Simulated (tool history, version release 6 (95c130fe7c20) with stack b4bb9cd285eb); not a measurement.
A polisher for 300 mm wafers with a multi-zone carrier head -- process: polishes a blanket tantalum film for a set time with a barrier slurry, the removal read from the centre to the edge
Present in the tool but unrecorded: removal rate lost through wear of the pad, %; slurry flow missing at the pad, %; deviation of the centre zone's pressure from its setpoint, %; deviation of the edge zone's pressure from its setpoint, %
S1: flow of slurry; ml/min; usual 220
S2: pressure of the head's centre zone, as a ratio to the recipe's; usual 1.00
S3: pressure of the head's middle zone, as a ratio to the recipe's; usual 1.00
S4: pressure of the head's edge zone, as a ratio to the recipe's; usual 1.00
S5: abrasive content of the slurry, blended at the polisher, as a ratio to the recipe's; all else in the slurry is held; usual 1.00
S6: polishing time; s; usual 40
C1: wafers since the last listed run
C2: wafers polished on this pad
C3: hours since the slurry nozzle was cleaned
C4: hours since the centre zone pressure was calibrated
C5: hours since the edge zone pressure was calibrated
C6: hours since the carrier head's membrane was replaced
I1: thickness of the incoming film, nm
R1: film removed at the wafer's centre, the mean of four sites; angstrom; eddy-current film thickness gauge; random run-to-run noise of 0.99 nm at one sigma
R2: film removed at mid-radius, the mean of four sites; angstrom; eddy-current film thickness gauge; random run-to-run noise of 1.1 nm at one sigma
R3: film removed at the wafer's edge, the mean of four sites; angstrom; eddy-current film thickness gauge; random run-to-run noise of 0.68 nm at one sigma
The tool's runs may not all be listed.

run	hour	S1	S2	S3	S4	S5	S6	C1	C2	C3	C4	C5	C6	I1	R1	R2	R3
1	0.0	220	1.00	1.00	1.00	1.00	40	0	5625	215.7	817.4	823.3	829.3	220.0	860	871	872
2	37.9	220	1.00	1.00	1.00	1.00	40	473	6099	253.6	855.3	861.2	867.2	219.2	869	886	868
# hour 42.8: centre zone pressure recalibrated
3	98.5	220	1.00	1.00	1.00	1.00	40	732	6831	314.2	55.7	921.8	927.8	217.9	918	914	856
# hour 123.8: carrier head's membrane replaced by a new one
4	139.2	220	1.00	1.00	1.00	1.00	40	446	7277	354.9	96.4	962.5	15.4	220.8	928	892	864
# hour 144.2: worn pad replaced by a new one
5	214.7	220	1.00	1.00	1.09	1.00	48	893	881	430.4	171.9	1038.0	90.9	220.2	1101	1083	1074
# hour 247.0: slurry nozzle cleaned
6	292.5	220	1.00	1.00	1.00	1.00	28	959	1841	45.5	249.7	1115.8	168.7	217.2	643	633	603
7	343.6	220	0.95	1.00	1.00	1.00	40	638	2479	96.6	300.8	1166.9	219.8	224.0	872	916	866
8	419.5	275	1.00	1.00	0.97	1.00	40	948	3428	172.5	376.7	1242.8	295.7	223.9	916	905	867
9	522.3	220	1.00	1.00	1.00	1.00	40	1284	4713	275.3	479.5	1345.6	398.5	223.0	905	911	865
# hour 544.8: edge zone pressure recalibrated
10	606.3	290	1.00	1.00	0.94	1.00	40	1024	5737	359.3	563.5	61.5	482.5	216.4	926	895	847
# hour 670.4: worn pad replaced by a new one
11	704.9	220	1.00	1.03	0.94	1.00	40	1182	431	457.9	662.1	160.1	581.1	221.6	878	895	842
# hour 782.8: centre zone pressure recalibrated
12	796.6	220	1.00	1.00	1.00	1.00	40	1120	1552	549.6	13.8	251.8	672.8	218.6	931	896	860
# hour 834.1: slurry nozzle cleaned
13	845.7	245	1.00	1.00	1.00	1.00	53	601	2153	11.6	62.9	300.9	721.9	220.6	1238	1181	1153
# hour 1034.5: carrier head's membrane replaced by a new one
14	1071.7	285	0.89	1.00	1.00	1.10	40	2761	4915	237.6	288.9	526.9	37.2	224.3	879	960	911
15	1162.2	285	1.00	0.89	1.00	1.00	40	1130	6046	328.1	379.4	617.4	127.7	220.1	943	817	878
16	1208.6	220	1.05	0.91	0.92	1.00	52	579	6625	374.5	425.8	663.8	174.1	216.5	1246	1064	1070
# hour 1239.4: worn pad replaced by a new one
17	1254.9	220	1.00	1.00	1.00	1.00	40	528	193	420.8	472.1	710.1	220.4	220.3	915	882	854
# hour 1345.2: slurry nozzle cleaned
18	1407.8	220	1.04	0.89	0.92	1.00	40	1898	2091	62.6	625.0	863.0	373.3	218.1	933	817	834
19	1486.8	220	1.00	1.00	1.00	1.00	40	987	3079	141.6	704.0	942.0	452.3	219.9	879	901	872
20	1537.9	245	1.00	1.00	1.00	1.00	53	638	3717	192.7	755.1	993.1	503.4	218.4	1185	1199	1172
21	1604.9	220	1.00	1.00	1.00	1.00	40	837	4555	259.7	822.1	1060.1	570.4	218.4	850	896	866
# hour 1618.2: centre zone pressure recalibrated
22	1662.0	290	1.00	1.09	0.91	1.00	40	688	5243	316.8	43.8	1117.2	627.5	218.9	949	985	834

Forecast each of these 3 alternatives for the next run:
A	1662.4	220	1.00	1.00	1.00	1.00	40	4	5248	317.2	44.2	1117.6	627.9	220.0	?	?	?
B	1662.4	220	1.07	1.00	1.05	0.70	40	4	5248	317.2	44.2	1117.6	627.9	220.0	?	?	?
C	1662.4	220	1.00	1.00	1.00	1.25	28	4	5248	317.2	44.2	1117.6	627.9	220.0	?	?	?

run	R1	R2	R3
A	933	906	858
B	840	761	738
C	703	683	646
Stripped of hidden state, with their random variation kept, the same runs would have yielded:
run	R1	R2	R3
A	928	906	858
B	835	761	738
C	700	683	646
